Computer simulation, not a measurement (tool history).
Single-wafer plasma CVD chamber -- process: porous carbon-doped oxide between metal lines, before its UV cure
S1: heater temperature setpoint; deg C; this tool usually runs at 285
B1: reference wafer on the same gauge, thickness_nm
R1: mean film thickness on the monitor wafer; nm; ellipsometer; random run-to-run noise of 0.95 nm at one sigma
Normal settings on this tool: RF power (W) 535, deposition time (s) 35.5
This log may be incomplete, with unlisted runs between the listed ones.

Run 1, day 0: usual settings; B1 206.978. Result: R1 237.735 nm.
Run 2, day 0.917: usual settings; B1 206.88. Result: R1 237.436 nm.
Run 3, day 2.308: usual settings; B1 206.897. Result: R1 238.442 nm.
Run 4, day 2.908: usual settings; B1 207.056. Result: R1 236.979 nm.
Run 5, day 4.258: usual settings; B1 206.839. Result: R1 235.908 nm.
Run 6, day 5.029: usual settings but RF power (W) 465; B1 206.864. Result: R1 217.908 nm.
Run 7, day 6.104: usual settings; B1 207.177. Result: R1 236.959 nm.
Run 8, day 7.158: usual settings but S1 282 deg C; B1 207.191. Result: R1 241.326 nm.
At day 8.762: showerhead replaced.
Run 9, day 8.783: usual settings but S1 282 deg C; B1 207.024. Result: R1 240.826 nm.
At day 8.921: gauge calibrated.
At day 9.579: thermocouple changed; heater temperature recalibrated.
At day 9.617: RF generator calibrated.
Run 10, day 9.642: usual settings; B1 207.086. Result: R1 239.901 nm.
Run 11, day 10.167: usual settings; B1 206.811. Result: R1 239.706 nm.
Run 12, day 11.054: usual settings; B1 206.665. Result: R1 239.448 nm.
Run 13, day 12.429: usual settings; B1 207.138. Result: R1 239.445 nm.
Run 14, day 13.533: usual settings but RF power (W) 455, deposition time (s) 29.7; B1 207.198. Result: R1 183.349 nm.
Run 15, day 14.388: usual settings but deposition time (s) 41.8; B1 207.331. Result: R1 281.436 nm.
Run 16, day 15.558: usual settings but S1 292 deg C; B1 207.163. Result: R1 231.623 nm.
Run 17, day 16.8: usual settings; B1 207.25. Result: R1 242.875 nm.
Run 18, day 17.475: usual settings but RF power (W) 490, deposition time (s) 30; B1 207.4. Result: R1 195.672 nm.
Run 19, day 18.488: usual settings but RF power (W) 615, deposition time (s) 29.7; B1 207.332. Result: R1 218.231 nm.
Run 20, day 19.15: usual settings; B1 206.716. Result: R1 242.625 nm.
Run 21, day 23.646: usual settings but S1 298 deg C, deposition time (s) 40.7; B1 207.041. Result: R1 257.819 nm.
Run 22, day 24.283: usual settings but RF power (W) 440, deposition time (s) 32.5; B1 207.046. Result: R1 197.153 nm.
Run 23, day 25.304: usual settings but RF power (W) 465; B1 207.092. Result: R1 223.725 nm.
Run 24, day 26.538: usual settings; B1 206.838. Result: R1 242.711 nm.
At day 27.788: gauge calibrated.
Run 25, day 27.858: usual settings but S1 271 deg C, RF power (W) 470, deposition time (s) 30.2; B1 207.025. Result: R1 209.103 nm.
Run 26, day 28.388: usual settings but S1 271 deg C, RF power (W) 470, deposition time (s) 30.2; B1 206.695. Result: R1 208.712 nm.
Run 27, day 29.033: usual settings but S1 278 deg C, RF power (W) 575; B1 206.872. Result: R1 260.547 nm.

State the hidden condition of the tool at each of the runs:
gauge reads high (%): 0 at every run
H1: wafer temperature above the value expected at the setpoint (K)
H2: delivered RF power above the setpoint (%)
run      H1      H2
  1   -6.45   -7.09
  2   -6.48    -7.2
  3   -6.52   -7.36
  4   -6.53   -7.43
  5   -6.56   -7.59
  6   -6.58   -7.68
  7    -6.6    -7.8
  8   -6.62   -7.92
  9   -6.65   -8.11
 10  -0.299  -0.591
 11  -0.506  -0.652
 12  -0.842  -0.755
 13   -1.33  -0.914
 14   -1.68   -1.04
 15   -1.94   -1.14
 16   -2.28   -1.28
 17   -2.61   -1.42
 18   -2.78    -1.5
 19   -3.01   -1.62
 20   -3.16   -1.69
 21   -4.02   -2.21
 22   -4.12   -2.29
 23   -4.28   -2.41
 24   -4.45   -2.55
 25   -4.62    -2.7
 26   -4.69   -2.76
 27   -4.77   -2.84
